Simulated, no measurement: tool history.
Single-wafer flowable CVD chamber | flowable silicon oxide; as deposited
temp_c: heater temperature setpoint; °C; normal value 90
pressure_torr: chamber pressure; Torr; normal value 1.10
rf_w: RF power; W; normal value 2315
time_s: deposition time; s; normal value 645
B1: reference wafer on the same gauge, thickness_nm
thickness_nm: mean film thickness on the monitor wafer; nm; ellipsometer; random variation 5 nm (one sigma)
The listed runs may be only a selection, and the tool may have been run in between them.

Run 1, hour 0.0: usual settings but time_s 587 s; B1 1025.148. Result: thickness_nm 998.944 nm.
Run 2, hour 14.8: usual settings but time_s 587 s; B1 1026.290. Result: thickness_nm 998.192 nm.
Run 3, hour 35.4: usual settings; B1 1023.888. Result: thickness_nm 1099.011 nm.
Run 4, hour 63.0: usual settings; B1 1026.440. Result: thickness_nm 1103.765 nm.
Run 5, hour 75.5: usual settings but rf_w 2670 W; B1 1023.110. Result: thickness_nm 1123.150 nm.
Run 6, hour 109.3: usual settings but time_s 744 s; B1 1028.974. Result: thickness_nm 1278.292 nm.
Run 7, hour 134.8: usual settings but time_s 744 s; B1 1021.971. Result: thickness_nm 1279.331 nm.
Run 8, hour 154.6: usual settings but time_s 744 s; B1 1025.424. Result: thickness_nm 1281.653 nm.
At hour 172.1: showerhead replaced.
Run 9, hour 176.4: usual settings; B1 1029.305. Result: thickness_nm 1121.272 nm.
At hour 205.3: RF generator calibrated.
At hour 205.5: gauge calibrated.
Run 10, hour 206.8: usual settings but pressure_torr 0.88 Torr; B1 1026.895. Result: thickness_nm 889.879 nm.
At hour 231.0: thermocouple changed; heater temperature recalibrated.
Run 11, hour 235.2: usual settings; B1 1030.029. Result: thickness_nm 916.145 nm.
At hour 260.0: capacitance manometer re-zeroed and calibrated.
Run 12, hour 264.7: usual settings; B1 1025.701. Result: thickness_nm 918.486 nm.
Run 13, hour 282.3: usual settings but temp_c 101 °C, pressure_torr 1.22 Torr, rf_w 2455 W, time_s 692 s; B1 1024.967. Result: thickness_nm 752.781 nm.
Run 14, hour 304.8: usual settings but pressure_torr 1.17 Torr, rf_w 2515 W, time_s 555 s; B1 1027.278. Result: thickness_nm 853.982 nm.
Run 15, hour 320.9: usual settings but temp_c 85 °C; B1 1024.596. Result: thickness_nm 1067.888 nm.
Run 16, hour 342.5: usual settings but temp_c 80 °C, time_s 758 s; B1 1024.197. Result: thickness_nm 1458.179 nm.
Run 17, hour 378.4: usual settings but temp_c 97 °C, pressure_torr 1.17 Torr, time_s 690 s; B1 1022.834. Result: thickness_nm 836.973 nm.
Run 18, hour 406.1: usual settings but time_s 752 s; B1 1024.840. Result: thickness_nm 1077.035 nm.

What the log doesn't show, run by run:
delivered RF power above the setpoint (%): 0, the same for each run
true pressure above the setpoint (%): 0, the same for each run
gauge reads high (%): 0, the same for each run
H1: wafer temperature above the value expected at the setpoint (K)
run     H1
  1  -5.43
  2  -5.51
  3  -5.62
  4  -5.76
  5  -5.83
  6  -6.02
  7  -6.16
  8  -6.27
  9  -6.39
 10  -6.57
 11  0.147
 12  0.146
 13  0.144
 14   0.14
 15  0.137
 16  0.131
 17  0.119
 18  0.107

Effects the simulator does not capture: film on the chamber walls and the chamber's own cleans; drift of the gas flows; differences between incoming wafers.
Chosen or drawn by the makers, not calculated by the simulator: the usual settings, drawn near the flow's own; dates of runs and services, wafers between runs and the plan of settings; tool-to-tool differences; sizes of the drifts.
